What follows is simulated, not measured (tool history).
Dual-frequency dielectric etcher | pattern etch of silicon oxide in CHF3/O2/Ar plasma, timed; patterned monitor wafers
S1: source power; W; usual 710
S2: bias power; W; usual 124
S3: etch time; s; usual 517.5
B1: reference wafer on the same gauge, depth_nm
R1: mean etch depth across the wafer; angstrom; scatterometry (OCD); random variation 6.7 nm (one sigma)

Run 1, hour 0.0: usual settings; B1 1210.3. Result: R1 11092 angstrom.
Run 2, hour 32.8: usual settings but S1 630 W; B1 1212.0. Result: R1 10718 angstrom.
Run 3, hour 55.8: usual settings but S1 630 W; B1 1210.6. Result: R1 10799 angstrom.
Run 4, hour 79.4: usual settings but S2 102 W; B1 1212.7. Result: R1 10723 angstrom.
Run 5, hour 107.3: usual settings but S2 112 W; B1 1209.5. Result: R1 11064 angstrom.
Run 6, hour 196.7: usual settings but S2 112 W; B1 1209.5. Result: R1 10750 angstrom.
Run 7, hour 230.0: usual settings but S2 112 W; B1 1209.1. Result: R1 10684 angstrom.
Run 8, hour 248.0: usual settings but S1 850 W; B1 1210.4. Result: R1 11538 angstrom.
Run 9, hour 267.5: usual settings; B1 1210.1. Result: R1 10882 angstrom.
Run 10, hour 296.0: usual settings; B1 1209.4. Result: R1 10877 angstrom.
Run 11, hour 350.7: usual settings but S1 890 W, S2 95 W, S3 639.5 s; B1 1207.2. Result: R1 13948 angstrom.
Run 12, hour 351.1: usual settings but S1 620 W, S2 114 W, S3 410.5 s; B1 1210.6. Result: R1 8365 angstrom.
Run 13, hour 372.9: usual settings but S1 800 W; B1 1209.8. Result: R1 11471 angstrom.
Run 14, hour 396.1: usual settings but S2 111 W, S3 641.5 s; B1 1211.0. Result: R1 13349 angstrom.
Run 15, hour 429.9: usual settings; B1 1211.4. Result: R1 10973 angstrom.
Run 16, hour 454.7: usual settings but S2 114 W, S3 632.5 s; B1 1210.0. Result: R1 13373 angstrom.
Run 17, hour 479.7: usual settings but S1 560 W, S3 414.5 s; B1 1211.6. Result: R1 8405 angstrom.
Run 18, hour 513.7: usual settings but S3 466.0 s; B1 1208.5. Result: R1 10051 angstrom.
Run 19, hour 526.2: usual settings but S1 640 W, S2 107 W; B1 1210.9. Result: R1 10480 angstrom.
Run 20, hour 542.4: usual settings; B1 1211.1. Result: R1 11200 angstrom.
Run 21, hour 559.4: usual settings but S1 550 W; B1 1210.7. Result: R1 10467 angstrom.
Run 22, hour 571.4: usual settings but S1 780 W, S2 107 W, S3 476.0 s; B1 1210.6. Result: R1 10362 angstrom.
Run 23, hour 638.0: usual settings but S1 770 W; B1 1208.8. Result: R1 11440 angstrom.
Run 24, hour 653.1: usual settings; B1 1211.9. Result: R1 11236 angstrom.
Run 25, hour 666.2: usual settings but S1 570 W, S2 147 W, S3 426.0 s; B1 1210.4. Result: R1 8963 angstrom.
Run 26, hour 683.4: usual settings but S1 600 W, S3 365.5 s; B1 1206.9. Result: R1 7603 angstrom.
Run 27, hour 703.2: usual settings but S1 540 W, S2 96 W, S3 568.0 s; B1 1212.0. Result: R1 11161 angstrom.
Run 28, hour 723.4: usual settings but S2 150 W; B1 1210.1. Result: R1 11551 angstrom.
Run 29, hour 747.1: usual settings but S2 137 W, S3 371.5 s; B1 1209.2. Result: R1 8273 angstrom.
Run 30, hour 779.2: usual settings but S1 760 W, S2 109 W, S3 614.0 s; B1 1208.3. Result: R1 12773 angstrom.

Taken out of this log: 6 entries between the listed runs. Where each belongs, and how the hidden state differs across it:
Between runs 5 and 6: bias power generator calibrated (hour 130.6); wet clean of the chamber (hour 155.9); gauge calibrated (hour 192.3)
  etch rate over this chamber's usual, %: 4.01 -> 0.311
  measured less the result without the state, R1: +427 -> +33 angstrom
Between runs 10 and 11: upper electrode replaced, of another model than before (hour 350.2)
  etch rate over this chamber's usual, %: 0.988 -> 1.36
  measured less the result without the state, R1: +107 -> +187 angstrom
Between runs 17 and 18: source power generator calibrated (hour 498.7)
  etch rate over this chamber's usual, %: 2.24 -> 2.47
  measured less the result without the state, R1: +185 -> +243 angstrom
Between runs 29 and 30: wet clean of the chamber (hour 778.7)
  etch rate over this chamber's usual, %: 4.06 -> -0.641
  measured less the result without the state, R1: +324 -> -82 angstrom
